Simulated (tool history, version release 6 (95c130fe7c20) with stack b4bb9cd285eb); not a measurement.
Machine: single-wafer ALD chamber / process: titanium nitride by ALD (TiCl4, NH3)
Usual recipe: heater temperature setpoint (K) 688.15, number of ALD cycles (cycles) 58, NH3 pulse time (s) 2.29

run,hour,heater temperature setpoint (K),number of ALD cycles (cycles),NH3 pulse time (s),"read-back reference wafer on the same gauge, thickness_nm",mean film thickness on the monitor wafer (Å)
1,0,681.15,58,2.29,1.05,11.92
2,83.1,697.15,58,2.29,1.05,11.95
3,178.9,688.15,58,2.29,1.051,11.87
4,275.4,688.15,61,2.29,1.05,12.51
5,322.8,688.15,58,2.29,1.05,11.88
6,395.6,688.15,58,2.29,1.051,11.89
7,486.2,688.15,61,2.61,1.05,12.55
# hour 530.2: showerhead replaced
# hour 534: gauge calibrated
8,545.6,693.15,58,2.29,1.05,11.94
9,582.3,693.15,58,2.29,1.05,11.98
10,658.2,688.15,58,2.29,1.049,11.89
# hour 706.5: thermocouple changed; heater temperature recalibrated
11,713.3,679.15,48,2.96,1.05,9.93
12,820.8,688.15,58,2.29,1.051,11.93
13,861.4,688.15,58,2.29,1.049,11.92
14,902.6,688.15,66,2.29,1.05,13.55

What does the tool deliver on the next run?
15,993.1,696.15,58,2.76,?,?

read-back reference wafer on the same gauge, thickness_nm: 1.05
mean film thickness on the monitor wafer (Å): 12
With the hidden condition absent and the run-to-run variation left alone, this run would have shown mean film thickness on the monitor wafer (Å) 12.
